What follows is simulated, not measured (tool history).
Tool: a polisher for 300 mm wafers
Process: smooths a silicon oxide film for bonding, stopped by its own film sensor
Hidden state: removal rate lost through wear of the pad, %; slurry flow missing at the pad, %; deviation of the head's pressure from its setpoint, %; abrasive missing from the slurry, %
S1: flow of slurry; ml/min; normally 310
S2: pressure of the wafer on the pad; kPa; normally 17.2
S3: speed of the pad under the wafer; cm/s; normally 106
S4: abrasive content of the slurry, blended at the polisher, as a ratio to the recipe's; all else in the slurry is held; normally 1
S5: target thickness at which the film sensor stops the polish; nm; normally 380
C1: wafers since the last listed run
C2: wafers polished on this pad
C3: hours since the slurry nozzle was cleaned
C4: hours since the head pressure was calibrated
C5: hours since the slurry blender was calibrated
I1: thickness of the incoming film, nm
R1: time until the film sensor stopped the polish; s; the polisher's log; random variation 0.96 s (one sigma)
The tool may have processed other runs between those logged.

run 1 day=0 | S1=310 S2=17.2 S3=106 S4=1 S5=380 | C1=0 C2=1883 C3=198.7 C4=206.4 C5=414 | I1=469.7 | R1=110.3
-- day=0.858 slurry blender recalibrated
-- day=1.288 worn pad replaced by a new one
run 2 day=3.904 | S1=310 S2=17.2 S3=106 S4=1 S5=380 | C1=853 C2=611 C3=292.4 C4=300.1 C5=73.1 | I1=464.6 | R1=102.9
-- day=5.879 head pressure recalibrated
-- day=7.079 slurry nozzle cleaned
run 3 day=7.879 | S1=310 S2=17.2 S3=106 S4=1 S5=380 | C1=899 C2=1511 C3=19.2 C4=48 C5=168.5 | I1=478.3 | R1=115.4
-- day=9.929 worn pad replaced by a new one
run 4 day=10.167 | S1=310 S2=17.2 S3=106 S4=1 S5=398 | C1=495 C2=55 C3=74.1 C4=102.9 C5=223.4 | I1=464.7 | R1=81.3
run 5 day=12.704 | S1=310 S2=17.2 S3=106 S4=1 S5=398 | C1=592 C2=648 C3=135 C4=163.8 C5=284.3 | I1=462.5 | R1=80.2
run 6 day=16.942 | S1=310 S2=17.2 S3=106 S4=1 S5=380 | C1=990 C2=1638 C3=236.7 C4=265.5 C5=386 | I1=462.4 | R1=101.9
-- day=18.842 slurry blender recalibrated
-- day=19.296 worn pad replaced by a new one
-- day=20.542 slurry nozzle cleaned
run 7 day=20.567 | S1=310 S2=17.2 S3=106 S4=1 S5=380 | C1=778 C2=287 C3=0.6 C4=352.5 C5=41.4 | I1=468.3 | R1=112.9
-- day=22.104 head pressure recalibrated
run 8 day=23.788 | S1=310 S2=21.4 S3=106 S4=1 S5=380 | C1=733 C2=1020 C3=77.9 C4=40.4 C5=118.7 | I1=474.4 | R1=88.9
-- day=28.05 worn pad replaced by a new one
run 9 day=28.071 | S1=310 S2=17.2 S3=106 S4=1 S5=380 | C1=961 C2=4 C3=180.7 C4=143.2 C5=221.5 | I1=472.2 | R1=110.8
run 10 day=31.712 | S1=310 S2=17.2 S3=106 S4=1 S5=380 | C1=850 C2=855 C3=268.1 C4=230.6 C5=308.9 | I1=468 | R1=111.1
run 11 day=33.662 | S1=280 S2=17.2 S3=106 S4=1 S5=380 | C1=455 C2=1311 C3=314.9 C4=277.4 C5=355.7 | I1=469.1 | R1=114.3
-- day=33.946 slurry nozzle cleaned
run 12 day=36.738 | S1=410 S2=20 S3=106 S4=1 S5=380 | C1=708 C2=2020 C3=67 C4=351.2 C5=429.5 | I1=466.6 | R1=92.5
-- day=36.867 head pressure recalibrated
-- day=37.092 worn pad replaced by a new one
run 13 day=39.758 | S1=310 S2=17.2 S3=106 S4=1 S5=365 | C1=647 C2=623 C3=139.5 C4=69.4 C5=502 | I1=459.6 | R1=109.9
-- day=40.379 slurry blender recalibrated
run 14 day=42.504 | S1=220 S2=17.2 S3=106 S4=1 S5=380 | C1=622 C2=1245 C3=205.4 C4=135.3 C5=51 | I1=469.9 | R1=113.6
run 15 day=45.55 | S1=310 S2=22.1 S3=106 S4=1 S5=380 | C1=711 C2=1957 C3=278.5 C4=208.4 C5=124.1 | I1=465.1 | R1=81.4
run 16 day=47.508 | S1=340 S2=17.2 S3=106 S4=1 S5=404 | C1=457 C2=2414 C3=325.5 C4=255.4 C5=171.1 | I1=474.4 | R1=89.2

Consider 5 possible next runs. They are alternatives, not a sequence: every one starts from the tool as it was left by run 16. What does each give?
run A day=47.529 | S1=310 S2=17.2 S3=106 S4=1 S5=380 | C1=4 C2=2419 C3=326 C4=255.9 C5=171.6 | I1=473.5 | R1=?
run B day=47.529 | S1=240 S2=20 S3=106 S4=1.1 S5=367 | C1=4 C2=2419 C3=326 C4=255.9 C5=171.6 | I1=473.5 | R1=?
run C day=47.529 | S1=245 S2=17.2 S3=106 S4=1 S5=353 | C1=4 C2=2419 C3=326 C4=255.9 C5=171.6 | I1=473.5 | R1=?
run D day=47.529 | S1=310 S2=15.2 S3=106 S4=1 S5=380 | C1=4 C2=2419 C3=326 C4=255.9 C5=171.6 | I1=473.5 | R1=?
run E day=47.529 | S1=310 S2=17.2 S3=106 S4=0.9 S5=380 | C1=4 C2=2419 C3=326 C4=255.9 C5=171.6 | I1=473.5 | R1=?

run=A R1=115.2
run=B R1=111.3
run=C R1=152.1
run=D R1=130.9
run=E R1=121.1
With the hidden condition removed and each run's random variation left untouched, the same runs would have given:
run=A R1=102.8
run=B R1=99.3
run=C R1=135.7
run=D R1=116.8
run=E R1=108
